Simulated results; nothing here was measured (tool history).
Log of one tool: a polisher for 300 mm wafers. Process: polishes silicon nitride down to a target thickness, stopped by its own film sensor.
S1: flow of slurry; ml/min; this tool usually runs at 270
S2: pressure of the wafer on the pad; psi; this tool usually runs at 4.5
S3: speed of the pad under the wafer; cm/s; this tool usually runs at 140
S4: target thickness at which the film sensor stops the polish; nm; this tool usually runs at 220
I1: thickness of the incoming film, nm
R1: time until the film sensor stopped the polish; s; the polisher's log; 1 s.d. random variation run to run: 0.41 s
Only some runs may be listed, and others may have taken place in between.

run 1 day=0.000 | S1=270 S2=4.5 S3=140 S4=220 | I1=368.2 | R1=46.0
run 2 day=2.875 | S1=270 S2=5.4 S3=140 S4=220 | I1=368.9 | R1=42.5
-- day=3.746 worn pad replaced by a new one
run 3 day=4.633 | S1=270 S2=4.5 S3=140 S4=220 | I1=365.2 | R1=45.1
run 4 day=6.542 | S1=270 S2=4.5 S3=140 S4=220 | I1=370.3 | R1=47.5
run 5 day=7.675 | S1=270 S2=4.5 S3=140 S4=220 | I1=369.3 | R1=48.0
run 6 day=10.571 | S1=270 S2=4.5 S3=140 S4=220 | I1=366.3 | R1=48.7
-- day=12.900 slurry nozzle cleaned
run 7 day=13.171 | S1=270 S2=4.5 S3=140 S4=220 | I1=367.1 | R1=47.8
-- day=14.875 worn pad replaced by a new one
run 8 day=15.846 | S1=320 S2=4.5 S3=140 S4=220 | I1=376.6 | R1=45.6
-- day=22.833 head pressure recalibrated
run 9 day=24.708 | S1=320 S2=4.5 S3=140 S4=220 | I1=375.4 | R1=51.6
run 10 day=25.846 | S1=320 S2=4.5 S3=140 S4=220 | I1=374.0 | R1=51.8
-- day=27.446 worn pad replaced by a new one
run 11 day=27.467 | S1=250 S2=3.5 S3=140 S4=220 | I1=373.4 | R1=59.1
-- day=29.217 slurry nozzle cleaned
run 12 day=29.238 | S1=335 S2=5.8 S3=162 S4=241 | I1=375.3 | R1=30.0
run 13 day=31.042 | S1=270 S2=5.4 S3=140 S4=220 | I1=365.3 | R1=39.1
-- day=37.229 worn pad replaced by a new one
run 14 day=39.658 | S1=190 S2=4.5 S3=110 S4=241 | I1=368.8 | R1=50.3
run 15 day=40.829 | S1=270 S2=4.5 S3=140 S4=220 | I1=374.2 | R1=50.4
run 16 day=43.358 | S1=270 S2=3.8 S3=140 S4=239 | I1=365.5 | R1=48.3
-- day=45.833 slurry nozzle cleaned
run 17 day=46.121 | S1=315 S2=5.4 S3=178 S4=269 | I1=366.3 | R1=23.1
run 18 day=47.346 | S1=205 S2=5.2 S3=140 S4=220 | I1=373.9 | R1=47.5
-- day=48.562 worn pad replaced by a new one
run 19 day=49.904 | S1=325 S2=4.5 S3=140 S4=262 | I1=368.9 | R1=31.2
run 20 day=52.562 | S1=320 S2=4.5 S3=140 S4=220 | I1=372.8 | R1=47.3
run 21 day=55.029 | S1=360 S2=4.5 S3=140 S4=220 | I1=364.7 | R1=44.8
run 22 day=56.421 | S1=270 S2=4.5 S3=140 S4=235 | I1=367.9 | R1=43.9

Below are 3 alternative next runs, each starting from the tool's condition after run 22. Predict each:
run A day=56.438 | S1=270 S2=5.3 S3=140 S4=220 | I1=362.5 | R1=?
run B day=56.438 | S1=270 S2=3.9 S3=122 S4=220 | I1=362.5 | R1=?
run C day=56.438 | S1=270 S2=5.3 S3=180 S4=220 | I1=362.5 | R1=?

run=A R1=41.7
run=B R1=56.6
run=C R1=35.7
With no hidden state in the tool, these same runs would have given:
run=A R1=36.7
run=B R1=49.8
run=C R1=31.5
